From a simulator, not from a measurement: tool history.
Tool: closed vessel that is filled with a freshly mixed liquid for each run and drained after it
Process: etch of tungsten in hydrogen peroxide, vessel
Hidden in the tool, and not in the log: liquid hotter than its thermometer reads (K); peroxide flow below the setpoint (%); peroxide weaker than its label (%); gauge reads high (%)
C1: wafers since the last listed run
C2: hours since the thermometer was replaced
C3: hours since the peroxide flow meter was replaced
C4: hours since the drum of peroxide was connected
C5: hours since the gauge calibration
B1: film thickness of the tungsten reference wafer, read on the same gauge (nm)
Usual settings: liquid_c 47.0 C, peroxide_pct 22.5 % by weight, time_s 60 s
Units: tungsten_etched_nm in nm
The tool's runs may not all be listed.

{"run": 1, "hour": 0.0, "liquid_c": 47.0, "peroxide_pct": 22.5, "time_s": 60, "C1": 0, "C2": 109.3, "C3": 828.1, "C4": 563.5, "C5": 773.0, "B1": 89.99, "tungsten_etched_nm": 82.12}
{"run": 2, "hour": 40.5, "liquid_c": 47.0, "peroxide_pct": 22.5, "time_s": 60, "C1": 4270, "C2": 149.8, "C3": 868.6, "C4": 604.0, "C5": 813.5, "B1": 89.98, "tungsten_etched_nm": 83.78}
{"run": 3, "hour": 73.5, "liquid_c": 47.0, "peroxide_pct": 22.5, "time_s": 60, "C1": 3479, "C2": 182.8, "C3": 901.6, "C4": 637.0, "C5": 846.5, "B1": 89.97, "tungsten_etched_nm": 82.54}
{"run": 4, "hour": 142.8, "liquid_c": 47.0, "peroxide_pct": 22.5, "time_s": 60, "C1": 7306, "C2": 252.1, "C3": 970.9, "C4": 706.3, "C5": 915.8, "B1": 90.01, "tungsten_etched_nm": 82.02}
{"run": 5, "hour": 183.2, "liquid_c": 47.0, "peroxide_pct": 22.5, "time_s": 60, "C1": 4259, "C2": 292.5, "C3": 1011.3, "C4": 746.7, "C5": 956.2, "B1": 89.94, "tungsten_etched_nm": 81.7}
{"run": 6, "hour": 245.3, "liquid_c": 47.0, "peroxide_pct": 22.5, "time_s": 60, "C1": 6547, "C2": 354.6, "C3": 1073.4, "C4": 808.8, "C5": 1018.3, "B1": 90.01, "tungsten_etched_nm": 82.22}
{"run": 7, "hour": 277.2, "liquid_c": 47.0, "peroxide_pct": 22.5, "time_s": 60, "C1": 3363, "C2": 386.5, "C3": 1105.3, "C4": 840.7, "C5": 1050.2, "B1": 90.0, "tungsten_etched_nm": 82.31}
{"run": 8, "hour": 328.2, "liquid_c": 47.0, "peroxide_pct": 22.5, "time_s": 60, "C1": 5377, "C2": 437.5, "C3": 1156.3, "C4": 891.7, "C5": 1101.2, "B1": 89.99, "tungsten_etched_nm": 80.35}
{"run": 9, "hour": 381.0, "liquid_c": 47.0, "peroxide_pct": 22.5, "time_s": 60, "C1": 5566, "C2": 490.3, "C3": 1209.1, "C4": 944.5, "C5": 1154.0, "B1": 89.97, "tungsten_etched_nm": 82.03}
{"run": 10, "hour": 408.5, "liquid_c": 47.0, "peroxide_pct": 22.5, "time_s": 60, "C1": 2899, "C2": 517.8, "C3": 1236.6, "C4": 972.0, "C5": 1181.5, "B1": 90.01, "tungsten_etched_nm": 81.1}
{"run": 11, "hour": 444.0, "liquid_c": 47.0, "peroxide_pct": 22.5, "time_s": 60, "C1": 3742, "C2": 553.3, "C3": 1272.1, "C4": 1007.5, "C5": 1217.0, "B1": 90.05, "tungsten_etched_nm": 81.17}
{"run": 12, "hour": 506.8, "liquid_c": 47.0, "peroxide_pct": 22.5, "time_s": 60, "C1": 6621, "C2": 616.1, "C3": 1334.9, "C4": 1070.3, "C5": 1279.8, "B1": 90.01, "tungsten_etched_nm": 81.73}
{"run": 13, "hour": 559.7, "liquid_c": 44.0, "peroxide_pct": 17.5, "time_s": 40, "C1": 5577, "C2": 669.0, "C3": 1387.8, "C4": 1123.2, "C5": 1332.7, "B1": 90.01, "tungsten_etched_nm": 39.53}
{"hour": 576.8, "done": "gauge calibrated"}
{"hour": 608.1, "done": "new drum of peroxide connected"}
{"hour": 610.5, "done": "thermometer replaced"}
{"run": 14, "hour": 629.6, "liquid_c": 47.0, "peroxide_pct": 22.5, "time_s": 60, "C1": 7158, "C2": 19.1, "C3": 1457.7, "C4": 21.5, "C5": 52.8, "B1": 90.01, "tungsten_etched_nm": 80.38}
{"run": 15, "hour": 698.2, "liquid_c": 47.0, "peroxide_pct": 28.5, "time_s": 70, "C1": 7232, "C2": 87.7, "C3": 1526.3, "C4": 90.1, "C5": 121.4, "B1": 89.99, "tungsten_etched_nm": 106.37}
{"run": 16, "hour": 728.3, "liquid_c": 52.0, "peroxide_pct": 22.5, "time_s": 45, "C1": 3173, "C2": 117.8, "C3": 1556.4, "C4": 120.2, "C5": 151.5, "B1": 90.0, "tungsten_etched_nm": 81.29}
{"run": 17, "hour": 756.6, "liquid_c": 47.0, "peroxide_pct": 22.5, "time_s": 30, "C1": 2983, "C2": 146.1, "C3": 1584.7, "C4": 148.5, "C5": 179.8, "B1": 89.95, "tungsten_etched_nm": 39.6}
{"hour": 794.3, "done": "peroxide flow meter replaced"}
{"run": 18, "hour": 817.3, "liquid_c": 47.0, "peroxide_pct": 22.5, "time_s": 60, "C1": 6294, "C2": 206.8, "C3": 23.0, "C4": 209.2, "C5": 240.5, "B1": 90.06, "tungsten_etched_nm": 83.85}
{"run": 19, "hour": 866.1, "liquid_c": 47.0, "peroxide_pct": 22.5, "time_s": 60, "C1": 5145, "C2": 255.6, "C3": 71.8, "C4": 258.0, "C5": 289.3, "B1": 90.03, "tungsten_etched_nm": 85.04}
{"run": 20, "hour": 966.2, "liquid_c": 47.0, "peroxide_pct": 22.5, "time_s": 35, "C1": 10553, "C2": 355.7, "C3": 171.9, "C4": 358.1, "C5": 389.4, "B1": 90.01, "tungsten_etched_nm": 49.17}
{"run": 21, "hour": 991.7, "liquid_c": 40.0, "peroxide_pct": 22.5, "time_s": 60, "C1": 2688, "C2": 381.2, "C3": 197.4, "C4": 383.6, "C5": 414.9, "B1": 89.97, "tungsten_etched_nm": 54.1}
{"run": 22, "hour": 1054.3, "liquid_c": 47.0, "peroxide_pct": 22.5, "time_s": 45, "C1": 6600, "C2": 443.8, "C3": 260.0, "C4": 446.2, "C5": 477.5, "B1": 89.94, "tungsten_etched_nm": 62.48}
{"run": 23, "hour": 1079.4, "liquid_c": 42.5, "peroxide_pct": 19.5, "time_s": 40, "C1": 2646, "C2": 468.9, "C3": 285.1, "C4": 471.3, "C5": 502.6, "B1": 89.97, "tungsten_etched_nm": 39.29}
{"run": 24, "hour": 1143.5, "liquid_c": 47.0, "peroxide_pct": 22.5, "time_s": 60, "C1": 6758, "C2": 533.0, "C3": 349.2, "C4": 535.4, "C5": 566.7, "B1": 89.99, "tungsten_etched_nm": 83.02}

Some steps in tungsten_etched_nm between neighbouring runs. How much of each would the tool show without its hidden state too (settings, what came in, random variation), and how much is left for the hidden state, with any gauge scatter that isn't in both results?
Run 13 -> 14: liquid_c 44.0 -> 47.0, peroxide_pct 17.5 -> 22.5, time_s 40 -> 60, gauge calibrated, new drum of peroxide connected, thermometer replaced. tungsten_etched_nm +40.85 nm: hidden state -2.26, all else +43.11.
Run 16 -> 17: liquid_c 52.0 -> 47.0, time_s 45 -> 30. tungsten_etched_nm -41.69 nm: hidden state +2.32, all else -44.01.
Run 17 -> 18: time_s 30 -> 60, peroxide flow meter replaced. tungsten_etched_nm +44.25 nm: hidden state +1.77, all else +42.48.
Run 23 -> 24: liquid_c 42.5 -> 47.0, peroxide_pct 19.5 -> 22.5, time_s 40 -> 60. tungsten_etched_nm +43.73 nm: hidden state -0.82, all else +44.55.

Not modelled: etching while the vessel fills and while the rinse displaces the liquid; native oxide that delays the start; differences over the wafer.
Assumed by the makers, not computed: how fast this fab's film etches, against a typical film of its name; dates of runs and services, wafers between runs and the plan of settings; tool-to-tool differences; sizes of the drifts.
